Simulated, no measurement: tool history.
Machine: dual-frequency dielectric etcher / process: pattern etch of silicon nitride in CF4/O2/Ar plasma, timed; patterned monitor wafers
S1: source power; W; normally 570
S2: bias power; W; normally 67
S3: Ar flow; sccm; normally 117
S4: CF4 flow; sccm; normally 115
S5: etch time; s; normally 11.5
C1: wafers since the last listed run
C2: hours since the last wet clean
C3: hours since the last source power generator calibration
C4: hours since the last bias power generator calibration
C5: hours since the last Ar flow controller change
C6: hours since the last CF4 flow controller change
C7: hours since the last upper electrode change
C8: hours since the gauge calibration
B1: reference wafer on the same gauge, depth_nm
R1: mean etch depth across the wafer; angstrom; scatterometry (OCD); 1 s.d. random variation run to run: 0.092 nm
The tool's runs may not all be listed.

Run 1, hour 0: usual settings but S2 51 W, S5 9.5 s; C1 0; C2 515.1; C3 53.4; C4 498.2; C5 1808.7; C6 971.1; C7 3687.7; C8 2397.6; B1 23.91. Result: R1 221.5 angstrom.
At hour 197.4: wet clean of the chamber.
Run 2, hour 202.7: usual settings but S1 610 W, S3 130 sccm; C1 1797; C2 5.3; C3 256.1; C4 700.9; C5 2011.4; C6 1173.8; C7 3890.4; C8 2600.3; B1 23.88. Result: R1 311.9 angstrom.
Run 3, hour 269.8: usual settings but S1 450 W, S3 108 sccm, S4 124 sccm; C1 674; C2 72.4; C3 323.2; C4 768; C5 2078.5; C6 1240.9; C7 3957.5; C8 2667.4; B1 23.9. Result: R1 228.5 angstrom.
Run 4, hour 371: usual settings but S1 660 W, S4 136 sccm; C1 1017; C2 173.6; C3 424.4; C4 869.2; C5 2179.7; C6 1342.1; C7 4058.7; C8 2768.6; B1 23.89. Result: R1 345.7 angstrom.
At hour 448.9: CF4 flow controller replaced.
At hour 452.7: upper electrode replaced, of another model than before.
Run 5, hour 461.2: usual settings but S3 137 sccm; C1 808; C2 263.8; C3 514.6; C4 959.4; C5 2269.9; C6 12.3; C7 8.5; C8 2858.8; B1 23.9. Result: R1 286.8 angstrom.
Run 6, hour 535.8: usual settings but S1 450 W, S3 108 sccm, S4 124 sccm; C1 750; C2 338.4; C3 589.2; C4 1034; C5 2344.5; C6 86.9; C7 83.1; C8 2933.4; B1 23.88. Result: R1 190.5 angstrom.
At hour 541.2: gauge calibrated.
Run 7, hour 607.3: usual settings; C1 719; C2 409.9; C3 660.7; C4 1105.5; C5 2416; C6 158.4; C7 154.6; C8 66.1; B1 23.86. Result: R1 291.6 angstrom.
Run 8, hour 662.1: usual settings but S3 134 sccm, S5 9 s; C1 551; C2 464.7; C3 715.5; C4 1160.3; C5 2470.8; C6 213.2; C7 209.4; C8 120.9; B1 23.86. Result: R1 226.6 angstrom.
Run 9, hour 768.5: usual settings; C1 1070; C2 571.1; C3 821.9; C4 1266.7; C5 2577.2; C6 319.6; C7 315.8; C8 227.3; B1 23.87. Result: R1 294.9 angstrom.
Run 10, hour 811.6: usual settings but S1 680 W, S3 95 sccm, S4 126 sccm; C1 433; C2 614.2; C3 865; C4 1309.8; C5 2620.3; C6 362.7; C7 358.9; C8 270.4; B1 23.89. Result: R1 399.9 angstrom.
Run 11, hour 871.8: usual settings but S1 690 W, S2 76 W, S3 98 sccm; C1 605; C2 674.4; C3 925.2; C4 1370; C5 2680.5; C6 422.9; C7 419.1; C8 330.6; B1 23.88. Result: R1 411.8 angstrom.
Run 12, hour 971.6: usual settings; C1 1003; C2 774.2; C3 1025; C4 1469.8; C5 2780.3; C6 522.7; C7 518.9; C8 430.4; B1 23.89. Result: R1 296 angstrom.
At hour 983.8: Ar flow controller replaced.
At hour 1020.3: wet clean of the chamber.
Run 13, hour 1267.8: usual settings but S2 54 W, S4 86 sccm, S5 8.5 s; C1 2677; C2 247.5; C3 1321.2; C4 1766; C5 284; C6 818.9; C7 815.1; C8 726.6; B1 23.9. Result: R1 208.2 angstrom.
Run 14, hour 1308.8: usual settings but S1 500 W, S2 83 W, S3 138 sccm; C1 412; C2 288.5; C3 1362.2; C4 1807; C5 325; C6 859.9; C7 856.1; C8 767.6; B1 23.9. Result: R1 244.7 angstrom.
Run 15, hour 1409.6: usual settings but S1 450 W, S3 108 sccm, S4 124 sccm; C1 1013; C2 389.3; C3 1463; C4 1907.8; C5 425.8; C6 960.7; C7 956.9; C8 868.4; B1 23.91. Result: R1 197.3 angstrom.
Run 16, hour 1467.2: usual settings but S1 620 W, S4 129 sccm; C1 579; C2 446.9; C3 1520.6; C4 1965.4; C5 483.4; C6 1018.3; C7 1014.5; C8 926; B1 23.91. Result: R1 352.8 angstrom.
Run 17, hour 1518.7: usual settings but S2 53 W, S4 128 sccm; C1 517; C2 498.4; C3 1572.1; C4 2016.9; C5 534.9; C6 1069.8; C7 1066; C8 977.5; B1 23.92. Result: R1 297.2 angstrom.
Run 18, hour 1602.1: usual settings; C1 838; C2 581.8; C3 1655.5; C4 2100.3; C5 618.3; C6 1153.2; C7 1149.4; C8 1060.9; B1 23.9. Result: R1 307.6 angstrom.
At hour 1653: bias power generator calibrated.
Run 19, hour 1671.9: usual settings but S4 127 sccm; C1 661; C2 651.6; C3 1725.3; C4 18.9; C5 688.1; C6 1223; C7 1219.2; C8 1130.7; B1 23.91. Result: R1 312 angstrom.
Run 20, hour 1723.7: usual settings but S1 520 W; C1 520; C2 703.4; C3 1777.1; C4 70.7; C5 739.9; C6 1274.8; C7 1271; C8 1182.5; B1 23.9. Result: R1 263.3 angstrom.
Run 21, hour 1761.2: usual settings but S3 129 sccm, S4 127 sccm; C1 377; C2 740.9; C3 1814.6; C4 108.2; C5 777.4; C6 1312.3; C7 1308.5; C8 1220; B1 23.9. Result: R1 309.5 angstrom.
Run 22, hour 1801.7: usual settings; C1 407; C2 781.4; C3 1855.1; C4 148.7; C5 817.9; C6 1352.8; C7 1349; C8 1260.5; B1 23.88. Result: R1 309.8 angstrom.

3 options for the next run, each taken on its own from the tool as it stands now. Forecast them:
Run A, hour 1802.1: usual settings but S1 510 W; C1 4; C2 781.8; C3 1855.5; C4 149.1; C5 818.3; C6 1353.2; C7 1349.4; C8 1260.9; B1 ?. Result: R1 ?.
Run B, hour 1802.1: usual settings but S5 13.5 s; C1 4; C2 781.8; C3 1855.5; C4 149.1; C5 818.3; C6 1353.2; C7 1349.4; C8 1260.9; B1 ?. Result: R1 ?.
Run C, hour 1802.1: usual settings but S2 55 W; C1 4; C2 781.8; C3 1855.5; C4 149.1; C5 818.3; C6 1353.2; C7 1349.4; C8 1260.9; B1 ?. Result: R1 ?.

run    B1     R1
  A  23.9  256.5
  B  23.9  365.6
  C  23.9  301.6
Without the tool's hidden state the same runs would have given:
run     R1
  A  240.8
  B  343.1
  C  283.1
